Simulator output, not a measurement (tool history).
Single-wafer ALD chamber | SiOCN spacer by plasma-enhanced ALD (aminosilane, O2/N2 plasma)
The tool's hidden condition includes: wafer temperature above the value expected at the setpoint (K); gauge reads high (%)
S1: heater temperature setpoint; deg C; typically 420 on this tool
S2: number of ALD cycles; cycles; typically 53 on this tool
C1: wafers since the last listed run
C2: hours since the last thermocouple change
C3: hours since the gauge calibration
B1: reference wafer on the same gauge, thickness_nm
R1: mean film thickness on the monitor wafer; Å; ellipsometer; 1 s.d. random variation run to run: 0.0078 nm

run 1 hour=0.0 | S1=420 S2=53 | C1=0 C2=1058.9 C3=239.3 | B1=3.358 | R1=31.02
run 2 hour=15.4 | S1=420 S2=53 | C1=105 C2=1074.3 C3=254.7 | B1=3.361 | R1=31.16
run 3 hour=27.9 | S1=420 S2=53 | C1=85 C2=1086.8 C3=267.2 | B1=3.359 | R1=31.06
run 4 hour=59.9 | S1=420 S2=53 | C1=219 C2=1118.8 C3=299.2 | B1=3.360 | R1=31.09
run 5 hour=92.0 | S1=416 S2=53 | C1=220 C2=1150.9 C3=331.3 | B1=3.360 | R1=31.37
run 6 hour=121.7 | S1=416 S2=53 | C1=203 C2=1180.6 C3=361.0 | B1=3.363 | R1=31.47
run 7 hour=144.9 | S1=416 S2=53 | C1=159 C2=1203.8 C3=384.2 | B1=3.361 | R1=31.46
run 8 hour=202.0 | S1=420 S2=53 | C1=392 C2=1260.9 C3=441.3 | B1=3.361 | R1=31.05
run 9 hour=223.4 | S1=420 S2=53 | C1=146 C2=1282.3 C3=462.7 | B1=3.360 | R1=31.01
run 10 hour=252.0 | S1=420 S2=45 | C1=196 C2=1310.9 C3=491.3 | B1=3.359 | R1=26.42
run 11 hour=265.9 | S1=420 S2=45 | C1=95 C2=1324.8 C3=505.2 | B1=3.359 | R1=26.36
run 12 hour=301.6 | S1=420 S2=53 | C1=245 C2=1360.5 C3=540.9 | B1=3.360 | R1=31.08
run 13 hour=333.4 | S1=420 S2=53 | C1=218 C2=1392.3 C3=572.7 | B1=3.360 | R1=30.98
run 14 hour=359.0 | S1=420 S2=53 | C1=175 C2=1417.9 C3=598.3 | B1=3.360 | R1=31.07
run 15 hour=393.3 | S1=420 S2=49 | C1=235 C2=1452.2 C3=632.6 | B1=3.360 | R1=28.65
run 16 hour=423.5 | S1=420 S2=49 | C1=207 C2=1482.4 C3=662.8 | B1=3.360 | R1=28.69
run 17 hour=475.8 | S1=420 S2=60 | C1=359 C2=1534.7 C3=715.1 | B1=3.359 | R1=35.06
run 18 hour=507.7 | S1=420 S2=60 | C1=219 C2=1566.6 C3=747.0 | B1=3.361 | R1=35.19
run 19 hour=520.8 | S1=420 S2=60 | C1=89 C2=1579.7 C3=760.1 | B1=3.358 | R1=35.00
run 20 hour=543.1 | S1=420 S2=50 | C1=153 C2=1602.0 C3=782.4 | B1=3.361 | R1=29.25
run 21 hour=587.7 | S1=423 S2=53 | C1=306 C2=1646.6 C3=827.0 | B1=3.361 | R1=30.74
-- hour=680.4 gauge calibrated
run 22 hour=693.7 | S1=423 S2=53 | C1=727 C2=1752.6 C3=13.3 | B1=3.360 | R1=30.65
run 23 hour=722.7 | S1=407 S2=47 | C1=199 C2=1781.6 C3=42.3 | B1=3.360 | R1=28.59
run 24 hour=742.5 | S1=411 S2=46 | C1=135 C2=1801.4 C3=62.1 | B1=3.358 | R1=27.54
run 25 hour=768.1 | S1=428 S2=59 | C1=175 C2=1827.0 C3=87.7 | B1=3.364 | R1=33.45
run 26 hour=819.7 | S1=420 S2=64 | C1=354 C2=1878.6 C3=139.3 | B1=3.359 | R1=37.46
run 27 hour=833.8 | S1=420 S2=49 | C1=96 C2=1892.7 C3=153.4 | B1=3.360 | R1=28.53
run 28 hour=884.3 | S1=420 S2=43 | C1=346 C2=1943.2 C3=203.9 | B1=3.358 | R1=25.03
run 29 hour=896.7 | S1=420 S2=46 | C1=85 C2=1955.6 C3=216.3 | B1=3.361 | R1=26.75
run 30 hour=911.5 | S1=420 S2=53 | C1=101 C2=1970.4 C3=231.1 | B1=3.357 | R1=30.84
run 31 hour=941.0 | S1=420 S2=53 | C1=202 C2=1999.9 C3=260.6 | B1=3.361 | R1=30.92
run 32 hour=968.7 | S1=406 S2=44 | C1=190 C2=2027.6 C3=288.3 | B1=3.361 | R1=26.75
run 33 hour=1003.3 | S1=406 S2=53 | C1=237 C2=2062.2 C3=322.9 | B1=3.361 | R1=32.21
run 34 hour=1019.7 | S1=420 S2=45 | C1=112 C2=2078.6 C3=339.3 | B1=3.361 | R1=26.11
-- hour=1033.1 thermocouple changed; heater temperature recalibrated
run 35 hour=1105.4 | S1=413 S2=56 | C1=533 C2=72.3 C3=425.0 | B1=3.359 | R1=33.78
run 36 hour=1120.1 | S1=427 S2=44 | C1=100 C2=87.0 C3=439.7 | B1=3.361 | R1=25.49
run 37 hour=1137.6 | S1=415 S2=64 | C1=120 C2=104.5 C3=457.2 | B1=3.359 | R1=38.63
run 38 hour=1161.0 | S1=429 S2=63 | C1=160 C2=127.9 C3=480.6 | B1=3.361 | R1=36.24
run 39 hour=1184.6 | S1=434 S2=56 | C1=162 C2=151.5 C3=504.2 | B1=3.360 | R1=31.62
run 40 hour=1205.4 | S1=420 S2=53 | C1=142 C2=172.3 C3=525.0 | B1=3.358 | R1=31.35
run 41 hour=1222.8 | S1=405 S2=53 | C1=119 C2=189.7 C3=542.4 | B1=3.361 | R1=32.76
run 42 hour=1241.1 | S1=414 S2=53 | C1=125 C2=208.0 C3=560.7 | B1=3.364 | R1=31.75
run 43 hour=1263.7 | S1=428 S2=44 | C1=155 C2=230.6 C3=583.3 | B1=3.358 | R1=25.35
run 44 hour=1283.5 | S1=420 S2=58 | C1=135 C2=250.4 C3=603.1 | B1=3.361 | R1=34.40
run 45 hour=1301.7 | S1=420 S2=63 | C1=124 C2=268.6 C3=621.3 | B1=3.360 | R1=37.17

Across each entry between runs, compare the hidden state at the last listed run before it with the hidden state at the first listed run after it:
From run 21 to run 22: gauge calibrated (hour 680.4)
  wafer temperature above the value expected at the setpoint (K): 3.82 -> 4.1
  measured value less the no-hidden-state value, R1: -0.37 -> -0.40 Å
From run 34 to run 35: thermocouple changed; heater temperature recalibrated (hour 1033.1)
  wafer temperature above the value expected at the setpoint (K): 4.98 -> -0.549
  measured value less the no-hidden-state value, R1: -0.41 -> +0.06 Å
